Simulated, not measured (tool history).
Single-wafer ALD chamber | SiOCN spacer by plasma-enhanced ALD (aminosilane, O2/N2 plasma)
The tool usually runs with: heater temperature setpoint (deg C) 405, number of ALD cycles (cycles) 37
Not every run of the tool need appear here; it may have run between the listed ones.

run   hour  heater temperature setpoint (deg C)  number of ALD cycles (cycles)  read-back reference wafer on the same gauge, thickness_nm  mean film thickness on the monitor wafer (nm)
  1      0                                  405                             37                                                      2.599                                          2.206
  2   13.1                                  394                             32                                                        2.6                                          1.947
      24.7  -- gauge calibrated
  3   40.5                                  394                             32                                                        2.6                                          1.933
  4   58.4                                  394                             32                                                        2.6                                          1.936
  5   84.7                                  405                             37                                                      2.599                                          2.206
  6  120.4                                  405                             37                                                      2.601                                          2.213
  7  150.8                                  405                             37                                                      2.601                                          2.213
  8  178.4                                  405                             32                                                      2.599                                           1.91
  9    208                                  405                             37                                                        2.6                                           2.21
 10  228.4                                  416                             32                                                      2.599                                          1.853
     257.5  -- gauge calibrated
 11  259.3                                  399                             30                                                      2.601                                          1.812
 12  293.7                                  412                             32                                                      2.601                                          1.872
 13    311                                  405                             37                                                        2.6                                            2.2
     328.7  -- thermocouple changed; heater temperature recalibrated
 14  343.9                                  405                             34                                                      2.599                                          2.019
 15  363.1                                  391                             31                                                      2.601                                          1.872
 16  394.3                                  412                             43                                                        2.6                                          2.519
 17  428.2                                  405                             37                                                      2.599                                          2.206
 18  455.7                                  405                             37                                                      2.601                                          2.207
 19    481                                  399                             44                                                      2.599                                          2.665

Here are 5 independent what-if runs from the current tool condition. What would each one return?
  A  481.5                                  405                             37                                                          ?                                              ?
  B  481.5                                  414                             37                                                          ?                                              ?
  C  481.5                                  416                             37                                                          ?                                              ?
  D  481.5                                  419                             41                                                          ?                                              ?
  E  481.5                                  410                             37                                                          ?                                              ?

run  read-back reference wafer on the same gauge, thickness_nm  mean film thickness on the monitor wafer (nm)
  A                                                        2.6                                          2.201
  B                                                        2.6                                          2.148
  C                                                        2.6                                          2.136
  D                                                        2.6                                          2.347
  E                                                        2.6                                          2.172
The same runs, with their run-to-run variation unchanged, on a tool lacking any hidden condition would have given:
run  mean film thickness on the monitor wafer (nm)
  A                                          2.201
  B                                          2.148
  C                                          2.136
  D                                          2.347
  E                                          2.172
